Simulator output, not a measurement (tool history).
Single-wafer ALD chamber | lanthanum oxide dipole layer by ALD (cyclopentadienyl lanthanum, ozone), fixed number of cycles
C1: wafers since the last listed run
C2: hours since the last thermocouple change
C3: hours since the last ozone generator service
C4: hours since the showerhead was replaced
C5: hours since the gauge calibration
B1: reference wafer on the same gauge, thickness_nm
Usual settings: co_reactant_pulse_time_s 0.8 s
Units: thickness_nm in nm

{"run": 1, "hour": 0.0, "co_reactant_pulse_time_s": 0.8, "C1": 0, "C2": 1304.6, "C3": 1016, "C4": 6102.2, "C5": 148.8, "B1": 0.47, "thickness_nm": 0.409}
{"run": 2, "hour": 16.7, "co_reactant_pulse_time_s": 0.8, "C1": 271, "C2": 1321.3, "C3": 1032.7, "C4": 6118.9, "C5": 165.5, "B1": 0.47, "thickness_nm": 0.406}
{"run": 3, "hour": 29.7, "co_reactant_pulse_time_s": 0.8, "C1": 211, "C2": 1334.3, "C3": 1045.7, "C4": 6131.9, "C5": 178.5, "B1": 0.47, "thickness_nm": 0.407}
{"run": 4, "hour": 37.2, "co_reactant_pulse_time_s": 1, "C1": 122, "C2": 1341.8, "C3": 1053.2, "C4": 6139.4, "C5": 186, "B1": 0.47, "thickness_nm": 0.447}
{"run": 5, "hour": 48.4, "co_reactant_pulse_time_s": 1, "C1": 182, "C2": 1353, "C3": 1064.4, "C4": 6150.6, "C5": 197.2, "B1": 0.47, "thickness_nm": 0.448}
{"run": 6, "hour": 66.4, "co_reactant_pulse_time_s": 0.8, "C1": 293, "C2": 1371, "C3": 1082.4, "C4": 6168.6, "C5": 215.2, "B1": 0.47, "thickness_nm": 0.406}
{"run": 7, "hour": 74.3, "co_reactant_pulse_time_s": 0.8, "C1": 128, "C2": 1378.9, "C3": 1090.3, "C4": 6176.5, "C5": 223.1, "B1": 0.47, "thickness_nm": 0.406}
{"run": 8, "hour": 85.8, "co_reactant_pulse_time_s": 0.8, "C1": 187, "C2": 1390.4, "C3": 1101.8, "C4": 6188, "C5": 234.6, "B1": 0.47, "thickness_nm": 0.403}
{"hour": 88.8, "done": "gauge calibrated"}
{"run": 9, "hour": 96.4, "co_reactant_pulse_time_s": 0.8, "C1": 172, "C2": 1401, "C3": 1112.4, "C4": 6198.6, "C5": 7.6, "B1": 0.47, "thickness_nm": 0.406}
{"run": 10, "hour": 104.8, "co_reactant_pulse_time_s": 0.96, "C1": 136, "C2": 1409.4, "C3": 1120.8, "C4": 6207, "C5": 16, "B1": 0.47, "thickness_nm": 0.438}
{"hour": 121.7, "done": "ozone generator serviced"}
{"run": 11, "hour": 122.2, "co_reactant_pulse_time_s": 0.8, "C1": 153, "C2": 1426.8, "C3": 0.5, "C4": 6224.4, "C5": 33.4, "B1": 0.47, "thickness_nm": 0.453}
{"run": 12, "hour": 127.4, "co_reactant_pulse_time_s": 0.69, "C1": 84, "C2": 1432, "C3": 5.7, "C4": 6229.6, "C5": 38.6, "B1": 0.47, "thickness_nm": 0.426}
{"hour": 146.9, "done": "showerhead replaced"}
{"run": 13, "hour": 147.4, "co_reactant_pulse_time_s": 0.53, "C1": 195, "C2": 1452, "C3": 25.7, "C4": 0.5, "C5": 58.6, "B1": 0.47, "thickness_nm": 0.377}
{"run": 14, "hour": 153.4, "co_reactant_pulse_time_s": 0.97, "C1": 97, "C2": 1458, "C3": 31.7, "C4": 6.5, "C5": 64.6, "B1": 0.47, "thickness_nm": 0.481}
{"hour": 168.8, "done": "thermocouple changed; heater temperature recalibrated"}
{"run": 15, "hour": 181.9, "co_reactant_pulse_time_s": 0.52, "C1": 333, "C2": 13.1, "C3": 60.2, "C4": 35, "C5": 93.1, "B1": 0.47, "thickness_nm": 0.368}
{"run": 16, "hour": 195.8, "co_reactant_pulse_time_s": 0.53, "C1": 226, "C2": 27, "C3": 74.1, "C4": 48.9, "C5": 107, "B1": 0.47, "thickness_nm": 0.371}
{"run": 17, "hour": 208.6, "co_reactant_pulse_time_s": 0.58, "C1": 208, "C2": 39.8, "C3": 86.9, "C4": 61.7, "C5": 119.8, "B1": 0.47, "thickness_nm": 0.386}
{"run": 18, "hour": 219.1, "co_reactant_pulse_time_s": 0.8, "C1": 170, "C2": 50.3, "C3": 97.4, "C4": 72.2, "C5": 130.3, "B1": 0.47, "thickness_nm": 0.443}

3 ways to go on from here, each from the tool as it stands after run 18. What would each give?
{"run": "A", "hour": 219.5, "co_reactant_pulse_time_s": 0.8, "C1": 6, "C2": 50.7, "C3": 97.8, "C4": 72.6, "C5": 130.7, "B1": "?", "thickness_nm": "?"}
{"run": "B", "hour": 219.5, "co_reactant_pulse_time_s": 1.06, "C1": 6, "C2": 50.7, "C3": 97.8, "C4": 72.6, "C5": 130.7, "B1": "?", "thickness_nm": "?"}
{"run": "C", "hour": 219.5, "co_reactant_pulse_time_s": 1.1, "C1": 6, "C2": 50.7, "C3": 97.8, "C4": 72.6, "C5": 130.7, "B1": "?", "thickness_nm": "?"}

run=A B1=0.47 thickness_nm=0.442
run=B B1=0.47 thickness_nm=0.488
run=C B1=0.47 thickness_nm=0.493
Without the tool's hidden state the same runs would have given:
run=A thickness_nm=0.457
run=B thickness_nm=0.5
run=C thickness_nm=0.505
